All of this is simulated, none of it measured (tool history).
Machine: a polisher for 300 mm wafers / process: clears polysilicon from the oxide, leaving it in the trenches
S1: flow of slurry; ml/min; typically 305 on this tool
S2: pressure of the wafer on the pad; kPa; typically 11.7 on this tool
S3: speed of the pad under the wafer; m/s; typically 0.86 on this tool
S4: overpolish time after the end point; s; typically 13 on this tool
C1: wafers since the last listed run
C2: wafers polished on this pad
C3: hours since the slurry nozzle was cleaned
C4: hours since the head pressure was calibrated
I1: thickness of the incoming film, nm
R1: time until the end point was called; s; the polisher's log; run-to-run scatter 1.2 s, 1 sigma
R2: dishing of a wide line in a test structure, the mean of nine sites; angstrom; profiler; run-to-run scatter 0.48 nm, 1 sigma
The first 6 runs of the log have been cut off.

run	hour	S1	S2	S3	S4	C1	C2	C3	C4	I1	R1	R2
7	282.9	305	11.7	0.86	13	409	1495	202.4	58.7	608.2	79.8	340
8	457.7	305	11.7	0.86	13	1913	3409	377.2	233.5	613.3	88.8	333
9	526.5	305	11.7	0.86	13	753	4162	446	302.3	611.1	85.8	332
10	579.1	305	11.7	0.86	13	575	4738	498.6	354.9	612.5	85.6	326
# hour 598.4: worn pad replaced by a new one
11	641.4	305	11.7	0.86	13	638	471	560.9	417.2	610.7	85.1	328
12	669.9	305	11.7	0.86	13	312	783	589.4	445.7	596.4	85.3	329
13	716.9	305	11.7	0.86	13	514	1297	636.4	492.7	607.3	89.8	325
# hour 733: head pressure recalibrated
14	787.1	305	11.7	0.86	11	746	2044	706.6	54.1	610.3	80.1	334
15	826	205	11.7	0.64	5	425	2470	745.5	93	609.1	109.3	204
# hour 849.9: slurry nozzle cleaned
16	872.9	375	13.1	1.1	15	502	2973	23	139.9	606	57.1	352
17	928.4	305	11.7	0.86	13	607	3580	78.5	195.4	611.3	85	337
18	995.8	305	11.7	0.86	17	737	4318	145.9	262.8	616.8	83.6	357
19	1042.5	305	11.7	0.96	13	511	4829	192.6	309.5	597.8	76.8	335
20	1083.5	305	11.7	0.86	13	448	5278	233.6	350.5	619.1	87.9	325
21	1109.5	305	11.7	0.86	19	284	5563	259.6	376.5	616.7	87.5	348
# hour 1121.5: worn pad replaced by a new one
22	1169.6	305	11.7	0.86	13	614	527	319.7	436.6	613.1	88.9	331

Forecast run 23:
23	1221.1	305	7.6	0.86	13	563	1090	371.2	488.1	617.3	?	?

R1: 133.8 s
R2: 294 angstrom
The same run, on a tool lacking any hidden state, would have yielded R1 117 s, R2 308 angstrom.

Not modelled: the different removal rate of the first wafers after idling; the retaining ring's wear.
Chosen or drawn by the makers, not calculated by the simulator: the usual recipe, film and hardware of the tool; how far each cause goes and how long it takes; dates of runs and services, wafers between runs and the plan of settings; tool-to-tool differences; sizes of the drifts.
